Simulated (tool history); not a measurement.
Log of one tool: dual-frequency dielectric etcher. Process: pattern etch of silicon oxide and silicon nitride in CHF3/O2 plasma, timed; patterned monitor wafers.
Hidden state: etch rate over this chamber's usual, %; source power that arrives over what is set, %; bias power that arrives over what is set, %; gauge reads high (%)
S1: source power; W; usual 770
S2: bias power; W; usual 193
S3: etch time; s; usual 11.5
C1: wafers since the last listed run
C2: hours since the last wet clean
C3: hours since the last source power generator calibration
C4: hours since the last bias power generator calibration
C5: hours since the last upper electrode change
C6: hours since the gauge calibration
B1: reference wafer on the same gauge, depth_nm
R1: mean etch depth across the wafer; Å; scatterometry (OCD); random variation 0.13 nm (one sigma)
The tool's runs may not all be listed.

run	hour	S1	S2	S3	C1	C2	C3	C4	C5	C6	B1	R1
1	0.0	770	193	11.5	0	92.2	1082.4	2735.1	1755.9	688.6	16.64	192.4
2	75.2	770	193	11.5	880	167.4	1157.6	2810.3	1831.1	763.8	16.58	192.7
3	152.7	770	193	11.5	907	244.9	1235.1	2887.8	1908.6	841.3	16.61	191.5
4	234.7	770	193	11.5	959	326.9	1317.1	2969.8	1990.6	923.3	16.65	196.3
# hour 286.9: gauge calibrated
# hour 301.6: wet clean of the chamber
5	342.2	770	193	11.5	977	40.6	1424.6	3077.3	2098.1	55.3	16.62	193.4
6	411.0	770	193	11.5	805	109.4	1493.4	3146.1	2166.9	124.1	16.58	193.9
7	462.1	770	210	10.0	598	160.5	1544.5	3197.2	2218.0	175.2	16.62	171.2
8	555.0	770	210	10.0	1087	253.4	1637.4	3290.1	2310.9	268.1	16.61	173.9
9	640.8	770	193	11.5	1004	339.2	1723.2	3375.9	2396.7	353.9	16.60	197.6
10	682.0	770	193	11.5	482	380.4	1764.4	3417.1	2437.9	395.1	16.60	198.3
# hour 744.0: wet clean of the chamber
11	759.7	770	193	11.5	628	15.7	1842.1	3494.8	2515.6	472.8	16.61	192.9
12	797.1	870	177	14.5	437	53.1	1879.5	3532.2	2553.0	510.2	16.60	254.9
13	838.5	610	193	11.5	484	94.5	1920.9	3573.6	2594.4	551.6	16.63	168.4
14	932.6	580	161	12.5	1101	188.6	2015.0	3667.7	2688.5	645.7	16.57	167.8
# hour 1065.1: bias power generator calibrated
# hour 1092.5: source power generator calibrated
# hour 1130.5: wet clean of the chamber
# hour 1150.3: upper electrode replaced
15	1150.7	770	162	11.5	1946	20.2	58.2	85.6	0.4	863.8	16.60	181.0
# hour 1192.3: gauge calibrated
16	1254.8	770	213	11.5	1218	124.3	162.3	189.7	104.5	62.5	16.58	198.3
17	1356.7	770	193	11.5	1192	226.2	264.2	291.6	206.4	164.4	16.62	194.9
18	1450.2	700	208	11.5	1094	319.7	357.7	385.1	299.9	257.9	16.57	191.1
19	1493.9	770	193	11.5	511	363.4	401.4	428.8	343.6	301.6	16.64	196.7
# hour 1557.4: wet clean of the chamber
20	1591.2	630	162	12.5	858	33.8	498.7	526.1	440.9	398.9	16.64	174.7
21	1640.9	930	167	10.0	581	83.5	548.4	575.8	490.6	448.6	16.65	177.8

4 ways to go on from here, each from the tool as it stands after run 21. What would each give?
A	1641.3	770	193	11.5	4	83.9	548.8	576.2	491.0	449.0	?	?
B	1641.3	600	193	13.0	4	83.9	548.8	576.2	491.0	449.0	?	?
C	1641.3	700	193	11.5	4	83.9	548.8	576.2	491.0	449.0	?	?
D	1641.3	770	224	12.5	4	83.9	548.8	576.2	491.0	449.0	?	?

run	B1	R1
A	16.57	191.3
B	16.57	185.8
C	16.57	181.0
D	16.57	217.4
Without the tool's hidden state the same runs would have given:
run	R1
A	189.6
B	184.2
C	179.3
D	215.5

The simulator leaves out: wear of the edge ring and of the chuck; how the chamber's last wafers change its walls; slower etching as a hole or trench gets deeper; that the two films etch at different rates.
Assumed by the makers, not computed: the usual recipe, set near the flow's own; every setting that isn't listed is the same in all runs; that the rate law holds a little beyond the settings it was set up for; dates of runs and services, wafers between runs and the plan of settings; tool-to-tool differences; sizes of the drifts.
